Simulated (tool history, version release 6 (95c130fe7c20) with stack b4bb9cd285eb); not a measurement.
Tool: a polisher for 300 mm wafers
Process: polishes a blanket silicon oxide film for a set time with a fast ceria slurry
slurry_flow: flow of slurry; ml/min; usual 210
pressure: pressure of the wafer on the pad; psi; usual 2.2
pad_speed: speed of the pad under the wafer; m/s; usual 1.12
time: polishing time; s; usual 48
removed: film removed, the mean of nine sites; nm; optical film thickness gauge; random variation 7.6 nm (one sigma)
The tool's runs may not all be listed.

run,hour,slurry_flow,pressure,pad_speed,time,wafers since the last listed run,wafers polished on this pad,hours since the slurry nozzle was cleaned,hours since the head pressure was calibrated,"incoming thickness of the incoming film, nm",removed
1,0,210,1.9,1.12,48,0,43,660.3,764.6,3592.7,484.3
2,14.5,210,1.9,1.12,48,105,149,674.8,779.1,3593.9,470.6
3,21.5,210,1.9,1.12,48,51,200,681.8,786.1,3594.4,458.8
4,28,210,2.2,1.12,48,47,248,688.3,792.6,3554.9,526.6
5,38.1,210,2.2,1.12,48,73,321,698.4,802.7,3638.4,521.9
6,51.7,210,2.2,1.12,48,99,421,712,816.3,3657.3,519.1
7,60.3,210,2.2,1.12,48,62,484,720.6,824.9,3639.1,512
# hour 69.5: worn pad replaced by a new one
8,72.2,210,2.2,1.12,48,57,19,732.5,836.8,3596.9,573.6
9,82.3,210,2.2,1.12,48,73,93,742.6,846.9,3605.3,555.5
10,135.2,210,2.2,1.12,48,386,479,795.5,899.8,3541.1,536.9
# hour 139.9: slurry nozzle cleaned
# hour 147.4: worn pad replaced by a new one, of another model than before
11,147.9,210,2.7,1.12,48,56,3,8,912.5,3652.8,631
12,153.7,210,2.2,1.12,48,42,45,13.8,918.3,3643,549.5
13,170.9,210,2.2,1.12,48,125,171,31,935.5,3578.9,538.1
14,178.7,210,2.2,1.12,48,56,228,38.8,943.3,3619.8,538.8
15,185.1,210,1.5,1.12,32,46,275,45.2,949.7,3585.5,298.9
16,199.7,210,2.2,1.12,48,106,381,59.8,964.3,3554.7,517.8
17,209.5,280,2.6,0.78,55,71,453,69.6,974.1,3570.7,507.2
18,222.9,210,1.8,1.4,48,97,551,83,987.5,3634.6,569.7
# hour 226.7: head pressure recalibrated
19,230.4,210,2.2,1.12,58,40,591,90.5,3.7,3584.9,631.3
# hour 236.7: worn pad replaced by a new one
20,239.8,210,2.2,1.12,48,39,22,99.9,13.1,3581.4,555.9
21,254.3,255,2.5,0.82,48,105,128,114.4,27.6,3618.5,459.3
22,261.2,210,2.2,1.12,48,50,178,121.3,34.5,3607.2,524.6
23,277.1,210,2.2,1.12,48,116,294,137.2,50.4,3560.5,528.1
24,288.6,155,2.2,0.8,59,83,378,148.7,61.9,3636.5,466.2
25,300.4,210,2.2,1.12,48,86,464,160.5,73.7,3642.1,521.4
# hour 318.1: worn pad replaced by a new one
26,324.1,210,2,1.12,48,143,43,184.2,97.4,3594.5,538
27,331.2,210,2.2,0.78,48,51,95,191.3,104.5,3568.1,411.6
28,340,165,2.2,1.12,48,64,159,200.1,113.3,3546.4,513.4

How the hidden state differs across the entries between the runs, from the last listed run before each to the first after it:
Between runs 7 and 8: worn pad replaced by a new one (hour 69.5)
  removal rate lost through wear of the pad, %: 8.34 -> 1.09
  measured less the result without the state, removed: -46.6 -> -6.4 nm
Between runs 10 and 11: slurry nozzle cleaned (hour 139.9); worn pad replaced by a new one, of another model than before (hour 147.4)
  removal rate lost through wear of the pad, %: 8.1 -> 0.26
  measured less the result without the state, removed: -47.4 -> -1.6 nm
Between runs 18 and 19: head pressure recalibrated (hour 226.7)
  removal rate lost through wear of the pad, %: 8.17 -> 8.29
  measured less the result without the state, removed: -50.7 -> -57.2 nm
Between runs 19 and 20: worn pad replaced by a new one (hour 236.7)
  removal rate lost through wear of the pad, %: 8.29 -> 1.8
  measured less the result without the state, removed: -57.2 -> -10.2 nm
Between runs 25 and 26: worn pad replaced by a new one (hour 318.1)
  removal rate lost through wear of the pad, %: 8.65 -> 2.11
  measured less the result without the state, removed: -49.4 -> -11.6 nm

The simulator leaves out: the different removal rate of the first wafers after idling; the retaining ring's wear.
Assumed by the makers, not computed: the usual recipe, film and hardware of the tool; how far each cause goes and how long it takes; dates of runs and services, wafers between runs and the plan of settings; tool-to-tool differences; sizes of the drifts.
